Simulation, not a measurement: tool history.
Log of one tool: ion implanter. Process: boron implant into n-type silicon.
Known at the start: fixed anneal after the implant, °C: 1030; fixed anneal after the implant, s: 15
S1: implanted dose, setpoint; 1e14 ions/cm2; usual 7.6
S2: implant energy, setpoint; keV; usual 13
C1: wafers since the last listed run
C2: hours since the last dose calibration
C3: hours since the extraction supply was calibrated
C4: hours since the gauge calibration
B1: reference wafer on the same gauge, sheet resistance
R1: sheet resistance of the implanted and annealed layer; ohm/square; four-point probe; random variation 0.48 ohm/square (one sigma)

| run | day | S1 | S2 | C1 | C2 | C3 | C4 | B1 | R1 |
|---|---|---|---|---|---|---|---|---|---|
| 1 | 0 | 7.6 | 13 | 0 | 1019.6 | 4312.9 | 161.6 | 160 | 148.77 |
| 2 | 1.225 | 7.6 | 13 | 293 | 1049 | 4342.3 | 191 | 160.06 | 149.43 |
| 3 | 2.396 | 7.6 | 13 | 280 | 1077.1 | 4370.4 | 219.1 | 159.88 | 150.17 |
| 4 | 4.6 | 6.18 | 15.5 | 527 | 1130 | 4423.3 | 272 | 160.16 | 174.96 |
| 5 | 7.538 | 6.18 | 15.5 | 703 | 1200.5 | 4493.8 | 342.5 | 160.08 | 176.28 |
| 6 | 9.108 | 7.6 | 16 | 375 | 1238.2 | 4531.5 | 380.2 | 160.13 | 145.87 |
| 7 | 10.817 | 7.6 | 13 | 408 | 1279.2 | 4572.5 | 421.2 | 159.93 | 149.28 |
|  | 12.008 | extraction supply calibrated |
| 8 | 13.429 | 7.6 | 13 | 545 | 1341.9 | 34.1 | 483.9 | 159.79 | 150.13 |
| 9 | 14.6 | 7.6 | 13 | 280 | 1370 | 62.2 | 512 | 160.19 | 148.79 |
| 10 | 15.988 | 7.6 | 11.5 | 332 | 1403.3 | 95.5 | 545.3 | 159.81 | 151.65 |
| 11 | 18.575 | 7.6 | 13 | 619 | 1465.4 | 157.6 | 607.4 | 160.33 | 149.68 |
| 12 | 19.946 | 9.05 | 16.5 | 328 | 1498.3 | 190.5 | 640.3 | 159.83 | 125.54 |
| 13 | 21.1 | 6.96 | 15.5 | 276 | 1526 | 218.2 | 668 | 160.02 | 158.54 |
|  | 23.629 | gauge calibrated |
| 14 | 23.725 | 5.76 | 15 | 628 | 1589 | 281.2 | 2.3 | 159.87 | 187.78 |
| 15 | 24.821 | 8.77 | 13 | 262 | 1615.3 | 307.5 | 28.6 | 160.12 | 132.15 |
|  | 26.262 | Faraday cup replaced and dose calibrated |
| 16 | 27.775 | 7.6 | 16 | 627 | 36.3 | 378.4 | 99.5 | 160.13 | 140.77 |
| 17 | 30.142 | 7.6 | 16 | 566 | 93.1 | 435.2 | 156.3 | 159.83 | 141.27 |
| 18 | 36.625 | 7.6 | 9 | 1551 | 248.7 | 590.8 | 311.9 | 159.93 | 150.92 |

5 ways to go on from here, each from the tool as it stands after run 18. What would each give?
| A | 36.642 | 7.6 | 13 | 3 | 249.1 | 591.2 | 312.3 | ? | ? |
| B | 36.642 | 6.53 | 10.5 | 3 | 249.1 | 591.2 | 312.3 | ? | ? |
| C | 36.642 | 5.9 | 13 | 3 | 249.1 | 591.2 | 312.3 | ? | ? |
| D | 36.642 | 9.62 | 10.5 | 3 | 249.1 | 591.2 | 312.3 | ? | ? |
| E | 36.642 | 9.49 | 11 | 3 | 249.1 | 591.2 | 312.3 | ? | ? |

| run | B1 | R1 |
|---|---|---|
| A | 160.17 | 145.98 |
| B | 160.17 | 169.77 |
| C | 160.17 | 181.65 |
| D | 160.17 | 123.71 |
| E | 160.17 | 124.07 |
Without the tool's hidden state the same runs would have given:
| run | R1 |
|---|---|
| A | 144.52 |
| B | 168.08 |
| C | 179.83 |
| D | 122.62 |
| E | 122.95 |
